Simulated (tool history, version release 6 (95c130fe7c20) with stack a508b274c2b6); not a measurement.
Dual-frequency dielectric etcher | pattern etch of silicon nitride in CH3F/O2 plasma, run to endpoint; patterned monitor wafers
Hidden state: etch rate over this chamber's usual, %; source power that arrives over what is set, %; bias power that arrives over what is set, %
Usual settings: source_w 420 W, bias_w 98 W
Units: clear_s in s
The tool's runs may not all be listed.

run	day	source_w	bias_w	wafers since the last listed run	hours since the last wet clean	hours since the last source power generator calibration	hours since the last bias power generator calibration	hours since the last upper electrode change	incoming incoming film thickness, nm	clear_s
1	0.000	340	98	0	245.1	2032.3	3987.3	1694.0	75.1	78.8
2	0.817	420	98	126	264.7	2051.9	4006.9	1713.6	75.6	73.9
# day 2.504: wet clean of the chamber
3	2.525	420	98	109	0.5	2092.9	4047.9	1754.6	75.3	76.4
4	3.221	420	98	107	17.2	2109.6	4064.6	1771.3	75.4	76.7
5	4.554	420	98	206	49.2	2141.6	4096.6	1803.3	75.9	76.7
6	5.954	420	98	216	82.8	2175.2	4130.2	1836.9	76.4	76.8
7	7.133	350	98	182	111.1	2203.5	4158.5	1865.2	75.3	80.4
8	8.242	350	98	171	137.7	2230.1	4185.1	1891.8	76.3	81.1
# day 8.767: source power generator calibrated
9	12.142	350	98	578	231.3	81.0	4278.7	1985.4	77.0	80.1
10	12.825	420	98	105	247.7	97.4	4295.1	2001.8	75.6	73.9
11	13.362	420	98	83	260.6	110.3	4308.0	2014.7	75.0	72.6
12	15.017	420	87	256	300.3	150.0	4347.7	2054.4	76.5	77.2
# day 16.942: wet clean of the chamber
13	16.962	420	98	146	0.5	196.7	4394.4	2101.1	74.9	75.3
14	16.975	420	82	1	0.8	197.0	4394.7	2101.4	75.7	82.7
15	17.221	480	98	38	6.7	202.9	4400.6	2107.3	75.8	72.2
16	18.517	420	85	200	37.8	234.0	4431.7	2138.4	75.8	82.0
17	19.079	340	84	87	51.3	247.5	4445.2	2151.9	76.0	89.3
# day 21.017: upper electrode replaced
18	22.667	420	98	400	137.4	333.6	4531.3	39.6	75.4	74.3
19	23.200	390	90	82	150.2	346.4	4544.1	52.4	76.0	80.7
20	24.488	420	98	199	181.1	377.3	4575.0	83.3	75.8	75.0
21	25.221	340	88	113	198.7	394.9	4592.6	100.9	76.8	85.1
22	25.821	480	85	92	213.1	409.3	4607.0	115.3	75.3	74.6
# day 26.446: bias power generator calibrated
23	26.904	420	119	142	239.1	435.3	11.0	141.3	75.8	67.1
24	28.375	480	118	227	274.4	470.6	46.3	176.6	76.1	64.6
25	29.104	420	98	112	291.9	488.1	63.8	194.1	75.4	72.8
# day 30.892: wet clean of the chamber
26	30.912	420	87	125	0.5	531.5	107.2	237.5	75.8	81.2
27	33.838	420	98	453	70.7	601.7	177.4	307.7	75.8	75.9
28	34.538	460	82	108	87.5	618.5	194.2	324.5	75.6	79.4
29	35.762	390	98	189	116.9	647.9	223.6	353.9	75.6	77.3
30	36.975	470	108	187	146.0	677.0	252.7	383.0	76.5	70.0
31	37.608	510	76	98	161.2	692.2	267.9	398.2	76.3	79.0
32	38.533	420	98	143	183.4	714.4	290.1	420.4	75.6	74.9
33	39.396	330	75	133	204.1	735.1	310.8	441.1	75.8	92.0
34	40.529	420	98	175	231.3	762.3	338.0	468.3	76.0	74.3
35	42.025	420	116	231	267.2	798.2	373.9	504.2	76.6	68.9
36	42.758	350	76	113	284.8	815.8	391.5	521.8	76.1	89.2

Forecast each of these 3 alternatives for the next run:
A	42.779	470	98	3	285.3	816.3	392.0	522.3	75.5	?
B	42.779	340	76	3	285.3	816.3	392.0	522.3	75.5	?
C	42.779	390	116	3	285.3	816.3	392.0	522.3	75.5	?

run	clear_s
A	70.7
B	90.2
C	69.8
Without the tool's hidden state the same runs would have given:
run	clear_s
A	73.6
B	93.9
C	72.7

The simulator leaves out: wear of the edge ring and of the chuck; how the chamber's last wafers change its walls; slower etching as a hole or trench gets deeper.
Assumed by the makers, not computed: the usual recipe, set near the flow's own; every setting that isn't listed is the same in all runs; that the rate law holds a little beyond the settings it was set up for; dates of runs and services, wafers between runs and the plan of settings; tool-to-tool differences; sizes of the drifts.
